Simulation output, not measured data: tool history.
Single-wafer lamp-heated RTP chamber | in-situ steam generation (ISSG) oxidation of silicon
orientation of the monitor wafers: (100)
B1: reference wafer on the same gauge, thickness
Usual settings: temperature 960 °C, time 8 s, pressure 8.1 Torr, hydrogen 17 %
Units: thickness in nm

{"run": 1, "hour": 0.0, "temperature": 960, "time": 8, "pressure": 8.1, "hydrogen": 17, "B1": 3.148, "thickness": 3.1}
{"run": 2, "hour": 13.2, "temperature": 960, "time": 8, "pressure": 8.1, "hydrogen": 17, "B1": 3.149, "thickness": 3.126}
{"run": 3, "hour": 43.6, "temperature": 960, "time": 8, "pressure": 8.1, "hydrogen": 17, "B1": 3.15, "thickness": 3.123}
{"run": 4, "hour": 66.6, "temperature": 960, "time": 8, "pressure": 8.1, "hydrogen": 17, "B1": 3.15, "thickness": 3.117}
{"run": 5, "hour": 81.2, "temperature": 960, "time": 8, "pressure": 8.1, "hydrogen": 17, "B1": 3.149, "thickness": 3.127}
{"run": 6, "hour": 92.0, "temperature": 960, "time": 8, "pressure": 8.1, "hydrogen": 17, "B1": 3.149, "thickness": 3.126}
{"run": 7, "hour": 103.2, "temperature": 960, "time": 8, "pressure": 8.1, "hydrogen": 17, "B1": 3.15, "thickness": 3.14}
{"run": 8, "hour": 111.8, "temperature": 960, "time": 10, "pressure": 8.1, "hydrogen": 17, "B1": 3.151, "thickness": 3.411}
{"run": 9, "hour": 127.2, "temperature": 960, "time": 10, "pressure": 8.1, "hydrogen": 17, "B1": 3.15, "thickness": 3.426}
{"hour": 144.7, "done": "gauge calibrated"}
{"hour": 146.8, "done": "pyrometer window cleaned and pyrometer calibrated"}
{"run": 10, "hour": 147.3, "temperature": 960, "time": 8, "pressure": 8.1, "hydrogen": 17, "B1": 3.15, "thickness": 3.075}
{"run": 11, "hour": 156.2, "temperature": 960, "time": 8, "pressure": 8.1, "hydrogen": 17, "B1": 3.151, "thickness": 3.086}
{"hour": 166.2, "done": "pressure gauge zeroed"}
{"run": 12, "hour": 170.7, "temperature": 960, "time": 8, "pressure": 8.1, "hydrogen": 17, "B1": 3.15, "thickness": 3.082}
{"run": 13, "hour": 187.9, "temperature": 960, "time": 8, "pressure": 8.1, "hydrogen": 20, "B1": 3.15, "thickness": 3.215}
{"run": 14, "hour": 196.6, "temperature": 960, "time": 8, "pressure": 8.1, "hydrogen": 20, "B1": 3.146, "thickness": 3.217}
{"run": 15, "hour": 203.0, "temperature": 949, "time": 9, "pressure": 9.6, "hydrogen": 13, "B1": 3.148, "thickness": 2.91}
{"run": 16, "hour": 213.2, "temperature": 960, "time": 8, "pressure": 8.1, "hydrogen": 20, "B1": 3.151, "thickness": 3.212}
{"run": 17, "hour": 223.1, "temperature": 960, "time": 8, "pressure": 8.1, "hydrogen": 11, "B1": 3.146, "thickness": 2.779}
{"run": 18, "hour": 233.7, "temperature": 965, "time": 10, "pressure": 7.4, "hydrogen": 13, "B1": 3.147, "thickness": 3.178}
{"run": 19, "hour": 242.3, "temperature": 960, "time": 10, "pressure": 9.2, "hydrogen": 17, "B1": 3.147, "thickness": 3.327}
{"run": 20, "hour": 252.8, "temperature": 960, "time": 8, "pressure": 9.1, "hydrogen": 21, "B1": 3.148, "thickness": 3.239}
{"hour": 263.2, "done": "hydrogen flow controller replaced"}
{"run": 21, "hour": 263.7, "temperature": 960, "time": 8, "pressure": 8.1, "hydrogen": 17, "B1": 3.152, "thickness": 3.093}
{"run": 22, "hour": 277.5, "temperature": 960, "time": 10, "pressure": 9.5, "hydrogen": 17, "B1": 3.151, "thickness": 3.316}
{"run": 23, "hour": 289.4, "temperature": 960, "time": 8, "pressure": 8.1, "hydrogen": 17, "B1": 3.15, "thickness": 3.1}
{"run": 24, "hour": 302.3, "temperature": 960, "time": 9, "pressure": 8.1, "hydrogen": 17, "B1": 3.151, "thickness": 3.238}
{"run": 25, "hour": 308.6, "temperature": 971, "time": 6, "pressure": 7.2, "hydrogen": 17, "B1": 3.147, "thickness": 2.829}
{"run": 26, "hour": 322.6, "temperature": 945, "time": 10, "pressure": 9.3, "hydrogen": 17, "B1": 3.154, "thickness": 3.233}
{"run": 27, "hour": 328.7, "temperature": 960, "time": 8, "pressure": 8.1, "hydrogen": 17, "B1": 3.149, "thickness": 3.091}
{"run": 28, "hour": 335.5, "temperature": 954, "time": 8, "pressure": 8.1, "hydrogen": 17, "B1": 3.155, "thickness": 3.062}
{"run": 29, "hour": 352.7, "temperature": 971, "time": 10, "pressure": 7.7, "hydrogen": 23, "B1": 3.15, "thickness": 3.753}

Forecast each of these 5 alternatives for the next run:
{"run": "A", "hour": 353.1, "temperature": 960, "time": 7, "pressure": 8.1, "hydrogen": 17, "B1": "?", "thickness": "?"}
{"run": "B", "hour": 353.1, "temperature": 976, "time": 8, "pressure": 8.1, "hydrogen": 11, "B1": "?", "thickness": "?"}
{"run": "C", "hour": 353.1, "temperature": 942, "time": 8, "pressure": 7.2, "hydrogen": 17, "B1": "?", "thickness": "?"}
{"run": "D", "hour": 353.1, "temperature": 960, "time": 6, "pressure": 8.1, "hydrogen": 20, "B1": "?", "thickness": "?"}
{"run": "E", "hour": 353.1, "temperature": 970, "time": 8, "pressure": 8.1, "hydrogen": 17, "B1": "?", "thickness": "?"}

run=A B1=3.150 thickness=2.958
run=B B1=3.150 thickness=2.904
run=C B1=3.150 thickness=2.983
run=D B1=3.150 thickness=2.917
run=E B1=3.150 thickness=3.181
Without the tool's hidden state the same runs would have given:
run=A thickness=2.929
run=B thickness=2.870
run=C thickness=2.957
run=D thickness=2.891
run=E thickness=3.146
